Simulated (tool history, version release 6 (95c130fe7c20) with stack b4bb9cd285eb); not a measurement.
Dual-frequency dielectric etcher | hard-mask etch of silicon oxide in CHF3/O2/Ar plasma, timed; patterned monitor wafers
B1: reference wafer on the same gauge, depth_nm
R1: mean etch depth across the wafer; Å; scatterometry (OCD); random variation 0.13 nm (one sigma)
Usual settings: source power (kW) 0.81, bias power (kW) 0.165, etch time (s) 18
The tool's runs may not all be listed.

Run 1, day 0: usual settings but source power (kW) 0.88; B1 37.9. Result: R1 368.3 Å.
Run 2, day 0.75: usual settings but source power (kW) 0.88; B1 37.94. Result: R1 366 Å.
Run 3, day 2.079: usual settings but bias power (kW) 0.156; B1 37.97. Result: R1 354.7 Å.
At day 3.883: wet clean of the chamber.
Run 4, day 3.904: usual settings but bias power (kW) 0.156; B1 38.02. Result: R1 352.4 Å.
Run 5, day 3.95: usual settings but bias power (kW) 0.156; B1 38.01. Result: R1 352.8 Å.
Run 6, day 4.95: usual settings but source power (kW) 0.68; B1 38.05. Result: R1 347.6 Å.
Run 7, day 5.55: usual settings; B1 38.09. Result: R1 362.5 Å.
Run 8, day 6.946: usual settings; B1 38.11. Result: R1 360.2 Å.
At day 9.021: upper electrode replaced.
Run 9, day 9.042: usual settings; B1 38.2. Result: R1 362.8 Å.
Run 10, day 9.604: usual settings but bias power (kW) 0.179; B1 38.22. Result: R1 372.6 Å.
Run 11, day 10.162: usual settings but bias power (kW) 0.179; B1 38.21. Result: R1 372.1 Å.
At day 10.779: bias power generator calibrated.
Run 12, day 10.954: usual settings but bias power (kW) 0.195; B1 38.28. Result: R1 382 Å.
Run 13, day 12.154: usual settings but bias power (kW) 0.195; B1 38.3. Result: R1 380.2 Å.
At day 12.508: gauge calibrated.
Run 14, day 13.225: usual settings; B1 37.41. Result: R1 355.9 Å.

Run 15 comes next. What will it give?
Run 15, day 14.225: usual settings but bias power (kW) 0.204, etch time (s) 15.5; B1 ?. Result: R1 ?.

{"run 15": {"B1": 37.44, "R1": 324.5}}
Without the tool's hidden state the same run would have given R1 324.3 Å.

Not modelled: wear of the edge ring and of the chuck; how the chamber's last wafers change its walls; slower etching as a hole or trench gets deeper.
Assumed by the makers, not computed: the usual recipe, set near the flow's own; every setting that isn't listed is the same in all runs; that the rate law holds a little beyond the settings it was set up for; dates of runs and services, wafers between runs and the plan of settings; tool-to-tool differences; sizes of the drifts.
